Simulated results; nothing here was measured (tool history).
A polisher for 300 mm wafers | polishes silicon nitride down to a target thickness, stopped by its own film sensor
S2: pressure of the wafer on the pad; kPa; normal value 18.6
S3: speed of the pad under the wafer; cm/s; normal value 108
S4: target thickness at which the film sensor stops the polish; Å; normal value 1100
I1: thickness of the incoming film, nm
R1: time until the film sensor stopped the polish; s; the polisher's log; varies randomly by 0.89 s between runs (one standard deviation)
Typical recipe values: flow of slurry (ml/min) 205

Run 1, day 0: usual settings; I1 228.3. Result: R1 68.6 s.
Run 2, day 0.879: usual settings; I1 231.8. Result: R1 71 s.
Run 3, day 2.217: usual settings; I1 232.9. Result: R1 73.3 s.
Run 4, day 2.988: usual settings; I1 230.9. Result: R1 72.1 s.
At day 3.596: head pressure recalibrated.
Run 5, day 3.617: usual settings but S2 23.4 kPa, S3 86 cm/s; I1 230.7. Result: R1 69.1 s.
At day 3.908: worn pad replaced by a new one.
Run 6, day 4.088: usual settings; I1 232.9. Result: R1 69.6 s.
Run 7, day 4.688: usual settings; I1 231.9. Result: R1 69.3 s.
Run 8, day 5.708: usual settings; I1 230.4. Result: R1 69.3 s.
Run 9, day 6.838: usual settings but flow of slurry (ml/min) 245; I1 228.3. Result: R1 68.8 s.
Run 10, day 8.204: usual settings but flow of slurry (ml/min) 245; I1 228. Result: R1 69.4 s.
Run 11, day 9.608: usual settings; I1 228.4. Result: R1 72.7 s.
Run 12, day 10.108: usual settings but S2 20.7 kPa; I1 230.4. Result: R1 67.6 s.
At day 10.329: worn pad replaced by a new one.
Run 13, day 10.821: usual settings; I1 233.2. Result: R1 71.6 s.
Run 14, day 11.662: usual settings; I1 232.8. Result: R1 70.2 s.
Run 15, day 12.621: usual settings but S3 90 cm/s; I1 231.7. Result: R1 82.9 s.
Run 16, day 13.933: usual settings but S3 88 cm/s; I1 230.4. Result: R1 85.3 s.
Run 17, day 14.8: usual settings; I1 230.7. Result: R1 73.1 s.
At day 15.529: worn pad replaced by a new one.
Run 18, day 16.129: usual settings but flow of slurry (ml/min) 225, S2 13.8 kPa, S3 90 cm/s, S4 970 Å; I1 227.8. Result: R1 118.2 s.
Run 19, day 17.442: usual settings but flow of slurry (ml/min) 180, S3 118 cm/s, S4 1490 Å; I1 230.4. Result: R1 44.7 s.
Run 20, day 18.479: usual settings but S4 1300 Å; I1 233.6. Result: R1 60.1 s.
At day 18.633: head pressure recalibrated.
At day 18.754: slurry nozzle cleaned.
Run 21, day 19.35: usual settings but S2 15.2 kPa, S3 140 cm/s, S4 740 Å; I1 234.6. Result: R1 92.7 s.
Run 22, day 20.675: usual settings; I1 230.4. Result: R1 73.3 s.
At day 21.746: worn pad replaced by a new one.
Run 23, day 23.617: usual settings but flow of slurry (ml/min) 230, S2 20 kPa, S3 92 cm/s, S4 1490 Å; I1 231.2. Result: R1 49 s.
Run 24, day 24.733: usual settings but flow of slurry (ml/min) 250, S4 770 Å; I1 231.1. Result: R1 87.7 s.
Run 25, day 25.246: usual settings but flow of slurry (ml/min) 155, S2 20.7 kPa, S3 124 cm/s; I1 231.4. Result: R1 59.8 s.
Run 26, day 25.917: usual settings; I1 230. Result: R1 71.3 s.

5 ways to go on from here, each from the tool as it stands after run 26. What would each give?
Run A, day 25.938: usual settings; I1 233.9. Result: R1 ?.
Run B, day 25.938: usual settings but flow of slurry (ml/min) 180, S2 15.9 kPa, S4 890 Å; I1 233.9. Result: R1 ?.
Run C, day 25.938: usual settings but S3 138 cm/s; I1 233.9. Result: R1 ?.
Run D, day 25.938: usual settings but S2 21.4 kPa; I1 233.9. Result: R1 ?.
Run E, day 25.938: usual settings but S2 21.4 kPa, S4 780 Å; I1 233.9. Result: R1 ?.

run     R1
  A   72.1
  B  100.4
  C   59.3
  D   62.8
  E   79.1
With no hidden state in the tool, these same runs would have given:
run    R1
  A  69.6
  B  96.9
  C  57.2
  D  60.6
  E  76.3
